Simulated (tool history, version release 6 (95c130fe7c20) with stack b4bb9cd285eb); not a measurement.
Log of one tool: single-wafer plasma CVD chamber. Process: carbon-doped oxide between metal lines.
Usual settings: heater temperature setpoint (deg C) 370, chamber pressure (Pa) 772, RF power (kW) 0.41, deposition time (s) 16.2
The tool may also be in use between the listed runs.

run   hour  heater temperature setpoint (deg C)  chamber pressure (Pa)  RF power (kW)  deposition time (s)  wafers since the last listed run  hours since the last thermocouple change  hours since the last RF generator calibration  hours since the last manometer calibration  hours since the showerhead was replaced  hours since the gauge calibration  read-back reference wafer on the same gauge, thickness_nm  mean film thickness on the monitor wafer (Å)
  1      0                                  370                    772           0.41                 16.2                                 0                                    1939.4                                         1347.1                                      2419.9                                   6792.6                               68.9                                                     86.955                                        789.01
  2   55.2                                  370                    772           0.41                 16.2                               968                                    1994.6                                         1402.3                                      2475.1                                   6847.8                              124.1                                                     86.976                                        790.31
  3   83.2                                  370                    772           0.41                 16.2                               491                                    2022.6                                         1430.3                                      2503.1                                   6875.8                              152.1                                                     86.954                                        780.81
  4  122.6                                  370                    772           0.41                 16.2                               691                                      2062                                         1469.7                                      2542.5                                   6915.2                              191.5                                                     86.811                                        785.26
  5  168.5                                  370                    772           0.41                 16.2                               805                                    2107.9                                         1515.6                                      2588.4                                   6961.1                              237.4                                                     87.009                                        784.97
  6  205.4                                  370                    772           0.41                 17.7                               647                                    2144.8                                         1552.5                                      2625.3                                     6998                              274.3                                                       86.9                                        855.44
     236.6  -- capacitance manometer re-zeroed and calibrated
  7  248.6                                  370                    772           0.41                 17.7                               617                                      2188                                         1595.7                                          12                                   7041.2                              317.5                                                     86.938                                        856.47
  8  304.7                                  370                    772           0.41                 16.2                               984                                    2244.1                                         1651.8                                        68.1                                   7097.3                              373.6                                                     86.979                                        778.26
  9  357.8                                  370                    772           0.41                 16.2                               932                                    2297.2                                         1704.9                                       121.2                                   7150.4                              426.7                                                     86.706                                        790.53
 10  402.8                                  370                    772           0.41                 16.2                               789                                    2342.2                                         1749.9                                       166.2                                   7195.4                              471.7                                                     86.968                                        779.82
     433.5  -- thermocouple changed; heater temperature recalibrated
     453.8  -- showerhead replaced
 11    456                                  379                    772           0.41                 13.4                               652                                      22.5                                         1803.1                                       219.4                                      2.2                              524.9                                                     87.055                                        629.88
 12  480.4                                  370                    772          0.455                 16.2                               428                                      46.9                                         1827.5                                       243.8                                     26.6                              549.3                                                     86.982                                        844.01
     521.8  -- gauge calibrated
 13  546.2                                  370                    961           0.34                 18.1                              1154                                     112.7                                         1893.3                                       309.6                                     92.4                               24.4                                                     86.962                                        766.66
     558.7  -- RF generator calibrated
 14  599.1                                  362                    679          0.485                 17.7                               788                                     165.6                                           40.4                                       362.5                                    145.3                               77.3                                                     86.836                                       1012.02
 15  631.4                                  370                    772           0.41                 16.2                               566                                     197.9                                           72.7                                       394.8                                    177.6                              109.6                                                     87.022                                        820.99
 16  693.9                                  370                    772           0.35                 14.5                              1096                                     260.4                                          135.2                                       457.3                                    240.1                              172.1                                                     86.838                                        654.36
 17  727.1                                  370                    772           0.41                 16.2                               582                                     293.6                                          168.4                                       490.5                                    273.3                              205.3                                                     86.814                                        819.02

What the log doesn't show, run by run:
wafer temperature above the value expected at the setpoint (K): 0 in every run
true pressure above the setpoint (%): 0 in every run
gauge reads high (%): 0 in every run
H1: delivered RF power above the setpoint (%)
run      H1
  1   -5.87
  2   -6.08
  3   -6.18
  4   -6.33
  5    -6.5
  6   -6.64
  7    -6.8
  8   -7.01
  9    -7.2
 10   -7.37
 11   -7.57
 12   -7.66
 13   -7.91
 14  -0.502
 15  -0.622
 16  -0.855
 17  -0.979

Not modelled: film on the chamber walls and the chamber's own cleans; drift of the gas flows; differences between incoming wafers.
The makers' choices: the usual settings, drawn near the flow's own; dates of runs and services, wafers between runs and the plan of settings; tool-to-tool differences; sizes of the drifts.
